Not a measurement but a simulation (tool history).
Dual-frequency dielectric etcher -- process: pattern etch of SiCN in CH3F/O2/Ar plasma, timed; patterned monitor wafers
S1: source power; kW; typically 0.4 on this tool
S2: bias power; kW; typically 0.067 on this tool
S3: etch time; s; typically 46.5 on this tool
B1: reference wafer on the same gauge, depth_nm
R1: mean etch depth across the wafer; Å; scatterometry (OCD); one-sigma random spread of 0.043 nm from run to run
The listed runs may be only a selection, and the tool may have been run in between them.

Run 1, day 0: usual settings; B1 18.81. Result: R1 178.8 Å.
At day 0.512: bias power generator calibrated.
Run 2, day 2.375: usual settings; B1 18.8. Result: R1 182.8 Å.
Run 3, day 4.846: usual settings; B1 18.8. Result: R1 182.8 Å.
Run 4, day 6.717: usual settings; B1 18.8. Result: R1 182.9 Å.
Run 5, day 7.829: usual settings; B1 18.8. Result: R1 183.3 Å.
At day 9.688: wet clean of the chamber.
At day 9.688: source power generator calibrated.
Run 6, day 10.417: usual settings; B1 18.81. Result: R1 182.6 Å.
Run 7, day 11.508: usual settings; B1 18.82. Result: R1 182.7 Å.
Run 8, day 14.183: usual settings; B1 18.78. Result: R1 183.4 Å.
Run 9, day 15.275: usual settings but S2 0.077 kW; B1 18.79. Result: R1 192.3 Å.
Run 10, day 18.158: usual settings; B1 18.8. Result: R1 182.5 Å.
At day 20.092: gauge calibrated.
Run 11, day 20.65: usual settings but S1 0.33 kW, S3 57 s; B1 18.81. Result: R1 212.6 Å.
Run 12, day 22.325: usual settings; B1 18.78. Result: R1 182.3 Å.
Run 13, day 25.062: usual settings but S3 40 s; B1 18.79. Result: R1 156.4 Å.
At day 27.717: wet clean of the chamber.
Run 14, day 27.738: usual settings; B1 18.8. Result: R1 181.7 Å.
Run 15, day 28.533: usual settings but S1 0.32 kW; B1 18.81. Result: R1 170.4 Å.
Run 16, day 30.05: usual settings but S1 0.33 kW, S2 0.06 kW; B1 18.8. Result: R1 164.3 Å.
Run 17, day 31.667: usual settings but S1 0.43 kW, S2 0.082 kW; B1 18.79. Result: R1 202.3 Å.
Run 18, day 34.458: usual settings but S1 0.47 kW, S2 0.059 kW, S3 55.5 s; B1 18.81. Result: R1 216.4 Å.
Run 19, day 36.458: usual settings but S1 0.47 kW, S2 0.062 kW, S3 42.5 s; B1 18.81. Result: R1 168.8 Å.
Run 20, day 39.054: usual settings but S2 0.05 kW, S3 55.5 s; B1 18.81. Result: R1 194.3 Å.
Run 21, day 41.892: usual settings but S1 0.48 kW, S2 0.056 kW; B1 18.79. Result: R1 178.7 Å.
Run 22, day 44.446: usual settings but S1 0.47 kW, S2 0.06 kW; B1 18.82. Result: R1 182.4 Å.
Run 23, day 45.846: usual settings but S1 0.32 kW, S2 0.052 kW, S3 35 s; B1 18.8. Result: R1 116.7 Å.
At day 47.975: wet clean of the chamber.
Run 24, day 50.238: usual settings but S2 0.055 kW, S3 54 s; B1 18.8. Result: R1 194.7 Å.
Run 25, day 51.392: usual settings but S1 0.43 kW, S2 0.082 kW; B1 18.8. Result: R1 200.4 Å.
Run 26, day 53.054: usual settings but S2 0.055 kW, S3 34 s; B1 18.8. Result: R1 123.1 Å.
Run 27, day 55.638: usual settings but S3 37 s; B1 18.8. Result: R1 143.9 Å.
Run 28, day 57.958: usual settings but S1 0.44 kW; B1 18.8. Result: R1 186.3 Å.
Run 29, day 59.183: usual settings but S2 0.062 kW, S3 36.5 s; B1 18.82. Result: R1 138.2 Å.
Run 30, day 61.796: usual settings but S1 0.47 kW; B1 18.79. Result: R1 188.8 Å.
Run 31, day 62.896: usual settings but S1 0.47 kW, S2 0.059 kW, S3 55.5 s; B1 18.77. Result: R1 215.9 Å.

Hidden state, per run?
etch rate over this chamber's usual, %: 0 on each run
source power that arrives over what is set, %: 0 on each run
gauge reads high (%): 0 on each run
H1: bias power that arrives over what is set, %
run      H1
  1   -4.83
  2   0.988
  3   0.797
  4   0.657
  5   0.576
  6   0.393
  7   0.318
  8   0.139
  9  0.0675
 10  -0.114
 11  -0.265
 12  -0.363
 13  -0.518
 14  -0.664
 15  -0.706
 16  -0.785
 17  -0.867
 18      -1
 19    -1.1
 20   -1.22
 21   -1.34
 22   -1.45
 23   -1.51
 24   -1.68
 25   -1.72
 26   -1.78
 27   -1.87
 28   -1.95
 29   -1.99
 30   -2.08
 31   -2.11
